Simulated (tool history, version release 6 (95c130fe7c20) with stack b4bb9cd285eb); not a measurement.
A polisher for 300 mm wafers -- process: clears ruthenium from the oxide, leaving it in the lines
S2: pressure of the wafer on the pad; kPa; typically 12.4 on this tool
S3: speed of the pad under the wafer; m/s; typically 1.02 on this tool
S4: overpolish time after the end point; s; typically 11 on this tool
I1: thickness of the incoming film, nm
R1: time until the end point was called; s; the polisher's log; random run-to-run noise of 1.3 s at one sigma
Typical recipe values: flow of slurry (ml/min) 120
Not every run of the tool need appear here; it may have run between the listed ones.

Run 1, day 0: usual settings; I1 141.9. Result: R1 127.6 s.
Run 2, day 0.304: usual settings; I1 140.4. Result: R1 126.8 s.
Run 3, day 0.746: usual settings; I1 138.3. Result: R1 128.7 s.
Run 4, day 1.446: usual settings; I1 138.9. Result: R1 130.4 s.
Run 5, day 2.071: usual settings but S4 6 s; I1 139.8. Result: R1 131.2 s.
Run 6, day 2.746: usual settings but S4 6 s; I1 137.4. Result: R1 132.6 s.
At day 3.238: slurry nozzle cleaned.
Run 7, day 3.338: usual settings; I1 139.4. Result: R1 136.1 s.
At day 3.496: head pressure recalibrated.
Run 8, day 3.971: usual settings; I1 137.9. Result: R1 137.3 s.
Run 9, day 4.408: usual settings; I1 140.4. Result: R1 140.5 s.
At day 5.158: worn pad replaced by a new one.
Run 10, day 5.179: usual settings; I1 138.4. Result: R1 118.4 s.
Run 11, day 5.733: usual settings; I1 142.2. Result: R1 122.1 s.
Run 12, day 5.996: usual settings but flow of slurry (ml/min) 90, S2 14.5 kPa, S3 1.22 m/s, S4 8 s; I1 141.9. Result: R1 98.2 s.
Run 13, day 6.333: usual settings but S3 1.12 m/s, S4 6 s; I1 142.3. Result: R1 115 s.
Run 14, day 6.933: usual settings; I1 139.7. Result: R1 123.2 s.
Run 15, day 7.304: usual settings but S2 15.2 kPa; I1 141.1. Result: R1 105.5 s.
Run 16, day 7.633: usual settings but flow of slurry (ml/min) 150, S2 16.5 kPa, S3 0.74 m/s, S4 14 s; I1 139.1. Result: R1 133.4 s.
Run 17, day 8.104: usual settings; I1 137.8. Result: R1 125.6 s.
Run 18, day 8.762: usual settings; I1 139.3. Result: R1 128 s.
Run 19, day 9.142: usual settings but flow of slurry (ml/min) 85, S3 0.86 m/s, S4 15 s; I1 139. Result: R1 164.9 s.
Run 20, day 9.729: usual settings but flow of slurry (ml/min) 110, S2 9.7 kPa, S3 0.72 m/s; I1 138.9. Result: R1 220.2 s.

5 options for the next run, each taken on its own from the tool as it stands now. Forecast them:
Run A, day 9.75: usual settings; I1 139.7. Result: R1 ?.
Run B, day 9.75: usual settings but flow of slurry (ml/min) 80, S3 0.8 m/s, S4 14 s; I1 139.7. Result: R1 ?.
Run C, day 9.75: usual settings but S2 16.5 kPa; I1 139.7. Result: R1 ?.
Run D, day 9.75: usual settings but flow of slurry (ml/min) 105, S3 1.34 m/s; I1 139.7. Result: R1 ?.
Run E, day 9.75: usual settings but S4 16 s; I1 139.7. Result: R1 ?.

run     R1
  A  129.2
  B  178.1
  C  103.1
  D  101.3
  E  129.2
With the hidden condition removed and each run's random variation left untouched, the same runs would have given:
run     R1
  A  118.1
  B  162.8
  C   94.2
  D   92.6
  E  118.1

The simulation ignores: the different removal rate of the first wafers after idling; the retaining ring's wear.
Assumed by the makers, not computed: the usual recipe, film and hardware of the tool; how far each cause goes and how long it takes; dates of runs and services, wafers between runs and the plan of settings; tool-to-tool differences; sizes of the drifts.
